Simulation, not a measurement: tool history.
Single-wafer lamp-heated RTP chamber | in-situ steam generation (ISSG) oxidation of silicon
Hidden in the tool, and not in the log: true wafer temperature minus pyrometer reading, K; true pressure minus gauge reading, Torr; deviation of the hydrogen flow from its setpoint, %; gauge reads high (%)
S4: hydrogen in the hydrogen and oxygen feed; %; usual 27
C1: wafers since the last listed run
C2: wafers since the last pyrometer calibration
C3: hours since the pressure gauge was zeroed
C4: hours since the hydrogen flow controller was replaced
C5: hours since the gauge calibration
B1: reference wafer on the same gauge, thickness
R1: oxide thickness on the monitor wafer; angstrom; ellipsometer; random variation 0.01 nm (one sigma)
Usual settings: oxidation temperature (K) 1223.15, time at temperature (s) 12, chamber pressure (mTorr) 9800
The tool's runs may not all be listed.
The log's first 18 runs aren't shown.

run 19 hour=1319.9 | oxidation_temperature_(K)=1213.15 time_at_temperature_(s)=12 chamber_pressure_(mTorr)=8700 S4=32 | C1=838 C2=5173 C3=497.2 C4=369.8 C5=391.2 | B1=3.550 | R1=36.77
-- hour=1367.7 pyrometer window cleaned and pyrometer calibrated
run 20 hour=1384.3 | oxidation_temperature_(K)=1223.15 time_at_temperature_(s)=12 chamber_pressure_(mTorr)=10200 S4=27 | C1=477 C2=140 C3=561.6 C4=434.2 C5=455.6 | B1=3.549 | R1=34.76
run 21 hour=1447.8 | oxidation_temperature_(K)=1223.15 time_at_temperature_(s)=12 chamber_pressure_(mTorr)=9800 S4=27 | C1=538 C2=678 C3=625.1 C4=497.7 C5=519.1 | B1=3.549 | R1=34.85
run 22 hour=1493.2 | oxidation_temperature_(K)=1228.15 time_at_temperature_(s)=12 chamber_pressure_(mTorr)=9800 S4=22 | C1=384 C2=1063 C3=670.5 C4=543.1 C5=564.5 | B1=3.549 | R1=33.64
run 23 hour=1568.8 | oxidation_temperature_(K)=1239.15 time_at_temperature_(s)=16 chamber_pressure_(mTorr)=10200 S4=32 | C1=640 C2=1704 C3=746.1 C4=618.7 C5=640.1 | B1=3.549 | R1=41.93
run 24 hour=1616.4 | oxidation_temperature_(K)=1223.15 time_at_temperature_(s)=12 chamber_pressure_(mTorr)=9800 S4=32 | C1=403 C2=2107 C3=793.7 C4=666.3 C5=687.7 | B1=3.552 | R1=36.65
run 25 hour=1677.6 | oxidation_temperature_(K)=1223.15 time_at_temperature_(s)=12 chamber_pressure_(mTorr)=9800 S4=27 | C1=518 C2=2626 C3=854.9 C4=727.5 C5=748.9 | B1=3.550 | R1=34.95
run 26 hour=1739.2 | oxidation_temperature_(K)=1230.15 time_at_temperature_(s)=10 chamber_pressure_(mTorr)=9800 S4=24 | C1=522 C2=3148 C3=916.5 C4=789.1 C5=810.5 | B1=3.551 | R1=32.19
run 27 hour=1842.0 | oxidation_temperature_(K)=1214.15 time_at_temperature_(s)=15 chamber_pressure_(mTorr)=10200 S4=31 | C1=871 C2=4019 C3=1019.3 C4=891.9 C5=913.3 | B1=3.548 | R1=38.08
run 28 hour=1886.9 | oxidation_temperature_(K)=1231.15 time_at_temperature_(s)=12 chamber_pressure_(mTorr)=8700 S4=27 | C1=380 C2=4400 C3=1064.2 C4=936.8 C5=958.2 | B1=3.549 | R1=36.32
-- hour=1961.4 pyrometer window cleaned and pyrometer calibrated
run 29 hour=1983.7 | oxidation_temperature_(K)=1229.15 time_at_temperature_(s)=12 chamber_pressure_(mTorr)=8600 S4=27 | C1=752 C2=188 C3=1161.0 C4=1033.6 C5=1055.0 | B1=3.550 | R1=36.29
run 30 hour=2058.6 | oxidation_temperature_(K)=1223.15 time_at_temperature_(s)=12 chamber_pressure_(mTorr)=9800 S4=27 | C1=634 C2=823 C3=1235.9 C4=1108.5 C5=1129.9 | B1=3.551 | R1=34.80
run 31 hour=2114.9 | oxidation_temperature_(K)=1223.15 time_at_temperature_(s)=12 chamber_pressure_(mTorr)=9800 S4=27 | C1=477 C2=1300 C3=1292.2 C4=1164.8 C5=1186.2 | B1=3.549 | R1=34.89
run 32 hour=2220.2 | oxidation_temperature_(K)=1223.15 time_at_temperature_(s)=12 chamber_pressure_(mTorr)=10200 S4=19 | C1=892 C2=2193 C3=1397.5 C4=1270.1 C5=1291.5 | B1=3.553 | R1=31.80

Forecast each of these 3 alternatives for the next run:
run A hour=2220.6 | oxidation_temperature_(K)=1223.15 time_at_temperature_(s)=12 chamber_pressure_(mTorr)=9800 S4=27 | C1=3 C2=2196 C3=1397.9 C4=1270.5 C5=1291.9 | B1=? | R1=?
run B hour=2220.6 | oxidation_temperature_(K)=1223.15 time_at_temperature_(s)=16 chamber_pressure_(mTorr)=10200 S4=27 | C1=3 C2=2196 C3=1397.9 C4=1270.5 C5=1291.9 | B1=? | R1=?
run C hour=2220.6 | oxidation_temperature_(K)=1237.15 time_at_temperature_(s)=12 chamber_pressure_(mTorr)=8500 S4=27 | C1=3 C2=2196 C3=1397.9 C4=1270.5 C5=1291.9 | B1=? | R1=?

run=A B1=3.548 R1=35.05
run=B B1=3.548 R1=38.66
run=C B1=3.548 R1=37.15
Without the tool's hidden state the same runs would have given:
run=A R1=35.22
run=B R1=38.84
run=C R1=37.35
